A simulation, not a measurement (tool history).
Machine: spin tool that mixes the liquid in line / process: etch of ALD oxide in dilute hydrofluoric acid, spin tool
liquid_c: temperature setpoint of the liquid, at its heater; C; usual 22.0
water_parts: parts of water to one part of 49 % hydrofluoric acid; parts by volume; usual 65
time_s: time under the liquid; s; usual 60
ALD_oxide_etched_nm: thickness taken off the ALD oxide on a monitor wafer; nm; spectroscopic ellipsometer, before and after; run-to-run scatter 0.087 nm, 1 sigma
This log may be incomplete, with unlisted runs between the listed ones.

| run | hour | liquid_c | water_parts | time_s | wafers since the last listed run | hours since the thermometer was replaced | hours since the hydrofluoric acid flow meter was replaced | hours since the gauge calibration | read-back film thickness of the ALD oxide reference wafer, read on the same gauge (nm) | ALD_oxide_etched_nm |
|---|---|---|---|---|---|---|---|---|---|---|
| 1 | 0.0 | 22.0 | 65 | 60 | 0 | 1325.2 | 804.0 | 541.3 | 59.98 | 23.70 |
| 2 | 46.7 | 22.0 | 65 | 60 | 459 | 1371.9 | 850.7 | 588.0 | 59.99 | 23.76 |
| 3 | 97.3 | 22.0 | 55 | 60 | 498 | 1422.5 | 901.3 | 638.6 | 60.00 | 28.60 |
| 4 | 141.4 | 22.0 | 65 | 80 | 434 | 1466.6 | 945.4 | 682.7 | 60.03 | 31.71 |
| 5 | 242.3 | 22.0 | 65 | 80 | 993 | 1567.5 | 1046.3 | 783.6 | 59.98 | 31.79 |
|  | 451.2 | thermometer replaced |
| 6 | 512.0 | 22.0 | 65 | 60 | 2646 | 60.8 | 1316.0 | 1053.3 | 59.99 | 24.13 |
|  | 542.4 | gauge calibrated |
| 7 | 552.3 | 22.0 | 65 | 60 | 396 | 101.1 | 1356.3 | 9.9 | 59.97 | 24.27 |
| 8 | 619.8 | 22.0 | 65 | 60 | 664 | 168.6 | 1423.8 | 77.4 | 60.00 | 24.23 |
| 9 | 686.8 | 20.0 | 75 | 35 | 659 | 235.6 | 1490.8 | 144.4 | 60.05 | 11.23 |
| 10 | 746.0 | 24.5 | 40 | 45 | 583 | 294.8 | 1550.0 | 203.6 | 60.01 | 33.96 |
|  | 752.1 | hydrofluoric acid flow meter replaced |
| 11 | 826.1 | 22.0 | 90 | 60 | 779 | 374.9 | 74.0 | 283.7 | 59.98 | 16.14 |
| 12 | 903.0 | 22.0 | 65 | 60 | 757 | 451.8 | 150.9 | 360.6 | 60.03 | 23.15 |
| 13 | 986.5 | 25.0 | 65 | 60 | 822 | 535.3 | 234.4 | 444.1 | 60.00 | 26.46 |
| 14 | 1071.1 | 22.0 | 65 | 60 | 833 | 619.9 | 319.0 | 528.7 | 60.02 | 23.41 |
| 15 | 1127.7 | 26.0 | 65 | 60 | 557 | 676.5 | 375.6 | 585.3 | 60.02 | 27.61 |
| 16 | 1192.8 | 25.0 | 85 | 60 | 641 | 741.6 | 440.7 | 650.4 | 60.02 | 19.80 |
| 17 | 1285.1 | 18.0 | 40 | 40 | 909 | 833.9 | 533.0 | 742.7 | 60.05 | 22.24 |

How the hidden state differs across the entries between the runs, from the last listed run before each to the first after it:
From run 5 to run 6: thermometer replaced (hour 451.2)
  hydrofluoric acid flow above the setpoint (%): 4.54 -> 5.56
  what was measured, less what the result would be without the hidden state, ALD_oxide_etched_nm: +1.49 -> +1.37 nm
From run 6 to run 7: gauge calibrated (hour 542.4)
  hydrofluoric acid flow above the setpoint (%): 5.56 -> 5.72
  what was measured, less what the result would be without the hidden state, ALD_oxide_etched_nm: +1.37 -> +1.41 nm
From run 10 to run 11: hydrofluoric acid flow meter replaced (hour 752.1)
  hydrofluoric acid flow above the setpoint (%): 6.45 -> 1.23
  what was measured, less what the result would be without the hidden state, ALD_oxide_etched_nm: +2.16 -> +0.22 nm

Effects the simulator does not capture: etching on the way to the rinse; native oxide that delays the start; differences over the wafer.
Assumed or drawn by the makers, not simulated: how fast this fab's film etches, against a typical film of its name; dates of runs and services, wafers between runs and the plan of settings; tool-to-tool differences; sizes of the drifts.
